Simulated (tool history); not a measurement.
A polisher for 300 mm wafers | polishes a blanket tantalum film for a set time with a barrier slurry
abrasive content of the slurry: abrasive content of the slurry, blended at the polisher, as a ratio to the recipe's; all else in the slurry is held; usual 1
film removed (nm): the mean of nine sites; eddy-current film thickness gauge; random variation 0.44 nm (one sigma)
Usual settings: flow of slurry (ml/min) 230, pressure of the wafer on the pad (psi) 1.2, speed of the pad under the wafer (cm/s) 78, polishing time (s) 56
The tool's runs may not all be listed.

| run | day | flow of slurry (ml/min) | pressure of the wafer on the pad (psi) | speed of the pad under the wafer (cm/s) | abrasive content of the slurry | polishing time (s) | incoming thickness of the incoming film, nm | film removed (nm) |
|---|---|---|---|---|---|---|---|---|
| 1 | 0 | 230 | 1.2 | 78 | 1 | 56 | 411.9 | 48.4 |
| 2 | 6.271 | 230 | 1.2 | 78 | 1 | 56 | 415.5 | 48.4 |
| 3 | 9.588 | 230 | 1.2 | 78 | 1 | 56 | 418.3 | 48.2 |
| 4 | 21.854 | 230 | 1.2 | 78 | 0.85 | 56 | 421.6 | 48.7 |
| 5 | 25.325 | 230 | 1.2 | 78 | 0.85 | 56 | 418.7 | 48.7 |
| 6 | 28.467 | 230 | 1.2 | 78 | 0.85 | 56 | 416.9 | 47.5 |
| 7 | 31.958 | 300 | 1.1 | 64 | 1.25 | 56 | 422.9 | 40.7 |
| 8 | 34.833 | 230 | 1.2 | 78 | 1 | 56 | 419.5 | 49.2 |
| 9 | 38.779 | 230 | 0.9 | 78 | 0.75 | 75 | 413.5 | 46.7 |
| 10 | 42.6 | 310 | 1 | 70 | 1 | 45 | 419.9 | 30.5 |
| 11 | 46.238 | 295 | 1.2 | 78 | 0.7 | 56 | 419.9 | 46.4 |
| 12 | 50.6 | 205 | 1.5 | 78 | 0.75 | 56 | 414.8 | 56.7 |
| 13 | 55.083 | 230 | 1.4 | 78 | 1 | 56 | 414 | 60.8 |
| 14 | 57.342 | 230 | 1.2 | 78 | 1 | 56 | 420.9 | 50.6 |
| 15 | 59.158 | 230 | 1.2 | 78 | 1 | 73 | 418.1 | 66.5 |
| 16 | 61.583 | 230 | 1.2 | 78 | 1 | 72 | 419.6 | 65 |
| 17 | 72.158 | 255 | 1 | 88 | 1 | 39 | 420.9 | 31.6 |
| 18 | 75.438 | 305 | 0.9 | 78 | 1 | 56 | 422 | 37.3 |
| 19 | 79.508 | 230 | 1.2 | 78 | 1 | 56 | 426 | 47.9 |
| 20 | 82.008 | 230 | 1.2 | 104 | 0.85 | 42 | 419.8 | 44.7 |
| 21 | 85.15 | 230 | 1.2 | 78 | 1 | 39 | 420.1 | 33.3 |
| 22 | 89.404 | 185 | 1.2 | 78 | 1 | 65 | 421.8 | 54.1 |
| 23 | 102.308 | 230 | 1.2 | 78 | 1 | 56 | 424.6 | 50.5 |
| 24 | 104.171 | 180 | 1.2 | 78 | 1 | 56 | 418 | 48.6 |
| 25 | 111.296 | 230 | 1 | 56 | 1 | 56 | 424.6 | 31 |
| 26 | 114.588 | 230 | 1.2 | 78 | 1 | 56 | 416.3 | 48.2 |
| 27 | 118.321 | 230 | 1.2 | 50 | 1.25 | 71 | 423.3 | 45.2 |
| 28 | 120.062 | 230 | 1.2 | 78 | 1 | 56 | 417.3 | 48.1 |
| 29 | 126.821 | 230 | 1.2 | 78 | 1 | 56 | 419.1 | 47.1 |

Taken out of this log: 13 entries between the listed runs. Where each belongs, and how the hidden state differs across it:
Between runs 1 and 2: head pressure recalibrated (day 5.758)
  removal rate lost through wear of the pad, %: 6.9 -> 7.45
  measured less the result without the state, film removed (nm): -3.6 -> -3.9
Between runs 3 and 4: worn pad replaced by a new one (day 14.1); slurry blender recalibrated (day 18.65); slurry nozzle cleaned (day 19.9)
  removal rate lost through wear of the pad, %: 7.65 -> 3.58
  measured less the result without the state, film removed (nm): -3.9 -> -1.8
Between runs 8 and 9: head pressure recalibrated (day 38.608)
  removal rate lost through wear of the pad, %: 6.29 -> 6.69
  measured less the result without the state, film removed (nm): -3.3 -> -3.4
Between runs 12 and 13: worn pad replaced by a new one (day 54.496)
  removal rate lost through wear of the pad, %: 7.37 -> 0.985
  measured less the result without the state, film removed (nm): -4.5 -> -0.6
Between runs 13 and 14: slurry nozzle cleaned (day 56.862)
  removal rate lost through wear of the pad, %: 0.985 -> 2.2
  measured less the result without the state, film removed (nm): -0.6 -> -1.1
Between runs 15 and 16: slurry blender recalibrated (day 60.204)
  removal rate lost through wear of the pad, %: 3.03 -> 3.97
  measured less the result without the state, film removed (nm): -2.1 -> -2.7
Between runs 18 and 19: head pressure recalibrated (day 76.129)
  removal rate lost through wear of the pad, %: 6.93 -> 7.34
  measured less the result without the state, film removed (nm): -2.8 -> -3.8
Between runs 22 and 23: slurry nozzle cleaned (day 94.717); worn pad replaced by a new one (day 97.983); slurry blender recalibrated (day 98.033)
  removal rate lost through wear of the pad, %: 7.93 -> 4.1
  measured less the result without the state, film removed (nm): -4.6 -> -2.2
Between runs 25 and 26: head pressure recalibrated (day 111.912)
  removal rate lost through wear of the pad, %: 6.91 -> 7.53
  measured less the result without the state, film removed (nm): -2.3 -> -3.9
